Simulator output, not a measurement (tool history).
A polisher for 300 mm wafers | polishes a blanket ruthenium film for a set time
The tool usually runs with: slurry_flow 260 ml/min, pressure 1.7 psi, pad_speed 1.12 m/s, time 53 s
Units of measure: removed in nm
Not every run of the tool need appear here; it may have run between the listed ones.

run	day	slurry_flow	pressure	pad_speed	time	wafers since the last listed run	wafers polished on this pad	hours since the slurry nozzle was cleaned	hours since the head pressure was calibrated	incoming thickness of the incoming film, nm	removed
1	0.000	260	1.7	1.12	53	0	1204	105.9	782.9	323.4	50.5
2	1.079	260	1.7	1.12	53	213	1418	131.8	808.8	328.2	50.1
3	2.496	260	1.7	1.12	53	280	1698	165.8	842.8	331.0	50.1
4	3.658	260	1.7	1.12	53	230	1929	193.7	870.7	323.8	51.0
# day 4.067: worn pad replaced by a new one
5	4.267	260	1.7	1.38	53	87	39	208.3	885.3	327.1	60.8
6	5.750	260	1.7	1.38	53	293	333	243.9	920.9	330.7	61.0
7	7.088	290	1.7	1.12	53	264	598	276.0	953.0	326.7	50.1
8	8.188	295	1.7	1.12	53	217	816	302.4	979.4	333.6	49.8
9	9.667	260	1.7	1.12	58	293	1109	337.9	1014.9	325.0	53.8
10	10.246	285	1.7	1.12	53	114	1224	351.8	1028.8	336.7	49.2
11	10.888	260	1.7	1.12	53	127	1351	367.2	1044.2	330.1	50.2
12	11.538	260	1.7	1.12	53	128	1480	382.8	1059.8	336.4	48.2
13	12.654	260	1.8	1.12	53	221	1701	409.6	1086.6	326.3	50.7
14	13.446	305	1.7	1.12	53	156	1858	428.6	1105.6	328.9	50.6
15	14.071	305	1.7	1.12	53	123	1981	443.6	1120.6	329.6	51.0
# day 14.358: worn pad replaced by a new one
16	15.383	260	1.7	0.90	53	227	203	475.1	1152.1	329.3	38.1
17	16.371	260	2.2	1.42	53	195	398	498.8	1175.8	323.5	72.6
18	17.608	260	1.1	1.12	58	245	643	528.5	1205.5	333.7	41.5
19	18.767	260	1.7	1.12	64	229	873	556.3	1233.3	331.8	59.0
20	20.254	260	1.1	1.12	53	294	1168	592.0	1269.0	333.9	37.6
21	21.125	260	1.7	1.12	53	172	1340	612.9	1289.9	329.7	48.1
22	22.150	170	2.1	1.12	53	203	1543	637.5	1314.5	326.8	49.3
# day 22.429: worn pad replaced by a new one
23	23.042	315	1.1	1.12	53	143	121	658.9	1335.9	335.2	39.5
# day 23.983: slurry nozzle cleaned
24	24.100	300	1.9	1.38	66	201	323	2.8	1361.3	333.1	86.6
25	25.075	260	1.7	1.12	53	193	516	26.2	1384.7	334.2	53.2
26	26.262	260	1.7	1.12	53	235	751	54.7	1413.2	335.6	52.6
# day 26.421: head pressure recalibrated
27	27.392	260	1.7	1.12	53	207	958	81.8	23.3	327.4	51.5
28	28.750	260	1.7	1.12	48	269	1227	114.4	55.9	327.4	46.0
29	29.421	260	1.7	1.12	53	132	1360	130.5	72.0	331.2	51.4
30	30.717	185	1.7	1.42	53	256	1617	161.6	103.1	329.2	59.4
31	32.112	180	1.7	1.12	45	276	1894	195.1	136.6	331.4	39.1
# day 32.375: worn pad replaced by a new one
32	33.579	260	1.7	1.12	53	257	238	230.3	171.8	331.6	51.6
33	34.488	260	1.7	0.74	64	179	418	252.1	193.6	329.1	40.1
34	35.104	260	1.7	0.76	53	122	540	266.9	208.4	326.5	34.2
35	36.071	305	1.7	1.12	53	191	732	290.1	231.6	323.5	50.6
36	36.617	260	1.7	1.12	63	108	840	303.2	244.7	335.1	58.2
37	37.600	210	2.0	0.92	65	194	1035	326.8	268.3	331.4	52.0
38	38.242	260	1.3	0.80	53	127	1162	342.2	283.7	326.9	29.7

Hidden state, per run?
removal rate lost through wear of the pad, %: 0 on each run
deviation of the head's pressure from its setpoint, %: 0 on each run
H1: slurry flow missing at the pad, %
run	H1
1	22.2
2	24.8
3	27.8
4	29.9
5	30.9
6	33.1
7	34.8
8	36
9	37.3
10	37.8
11	38.3
12	38.8
13	39.5
14	40
15	40.4
16	41
17	41.4
18	41.9
19	42.3
20	42.7
21	42.9
22	43.1
23	43.3
24	5.93
25	9.77
26	13.9
27	17.4
28	21
29	22.6
30	25.4
31	27.9
32	30.2
33	31.4
34	32.2
35	33.3
36	33.9
37	34.8
38	35.4
